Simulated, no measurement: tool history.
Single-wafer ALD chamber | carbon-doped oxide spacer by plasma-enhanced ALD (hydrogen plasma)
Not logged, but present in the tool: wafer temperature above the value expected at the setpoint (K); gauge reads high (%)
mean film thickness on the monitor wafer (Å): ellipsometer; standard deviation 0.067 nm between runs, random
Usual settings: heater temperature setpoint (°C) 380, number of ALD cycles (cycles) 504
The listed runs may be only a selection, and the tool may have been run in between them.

run,day,heater temperature setpoint (°C),number of ALD cycles (cycles),wafers since the last listed run,hours since the last thermocouple change,hours since the gauge calibration,"read-back reference wafer on the same gauge, thickness_nm",mean film thickness on the monitor wafer (Å)
1,0,380,504,0,1031,487.6,31.65,268.68
2,2.838,380,504,56,1099.1,555.7,31.611,269.85
3,5.7,380,504,57,1167.8,624.4,31.604,268.81
4,9.008,380,504,66,1247.2,703.8,31.58,271.1
5,12.738,380,504,74,1336.7,793.3,31.6,269.85
6,14.404,384,504,33,1376.7,833.3,31.595,269.18
7,18.717,370,504,86,1480.2,936.8,31.649,268.88
8,20.988,370,504,45,1534.7,991.3,31.612,269.61
9,22.867,380,504,37,1579.8,1036.4,31.616,270.26
10,27.317,380,504,89,1686.6,1143.2,31.591,269.99
11,29.396,373,556,41,1736.5,1193.1,31.612,297.35
12,31.738,373,556,46,1792.7,1249.3,31.579,297.41
13,33.975,380,504,44,1846.4,1303,31.576,269.29
14,37.146,380,504,63,1922.5,1379.1,31.606,269.61
15,38.742,380,504,31,1960.8,1417.4,31.58,269.54
16,41.95,380,504,64,2037.8,1494.4,31.588,270.18
17,45.7,380,504,75,2127.8,1584.4,31.649,268.43
18,48.862,385,504,63,2203.7,1660.3,31.639,269.79
19,52.262,380,504,68,2285.3,1741.9,31.587,269.25
20,54.221,369,406,39,2332.3,1788.9,31.585,217.63
21,65.333,393,592,222,2599,2055.6,31.646,317.34
22,67.542,380,504,44,2652,2108.6,31.599,269.19
23,69.242,395,504,34,2692.8,2149.4,31.583,268.64
24,73.988,391,477,95,2806.7,2263.3,31.584,254.79
25,78.058,380,420,81,2904.4,2361,31.608,225.06
26,81.054,368,446,60,2976.3,2432.9,31.572,237.68
27,84.667,369,452,72,3063,2519.6,31.61,242.26
28,86.846,368,504,43,3115.3,2571.9,31.643,269.09
# day 89.546: gauge calibrated
# day 92.421: thermocouple changed; heater temperature recalibrated
29,92.442,380,504,105,0.5,69.5,31.609,269.09
30,94.067,380,504,32,39.5,108.5,31.603,270.09
31,95.912,392,504,36,83.8,152.8,31.594,269.11
32,100.388,380,504,89,191.2,260.2,31.605,271.04
33,102.508,389,426,42,242.1,311.1,31.603,228.53
34,104.454,373,429,38,288.8,357.8,31.589,230.32
35,106.238,392,504,35,331.6,400.6,31.572,269.59
36,118.683,374,604,249,630.3,699.3,31.606,324.12

Exercise: give the hidden state of the tool at every run:
wafer temperature above the value expected at the setpoint (K): 0 at every run
gauge reads high (%): 0 at every run
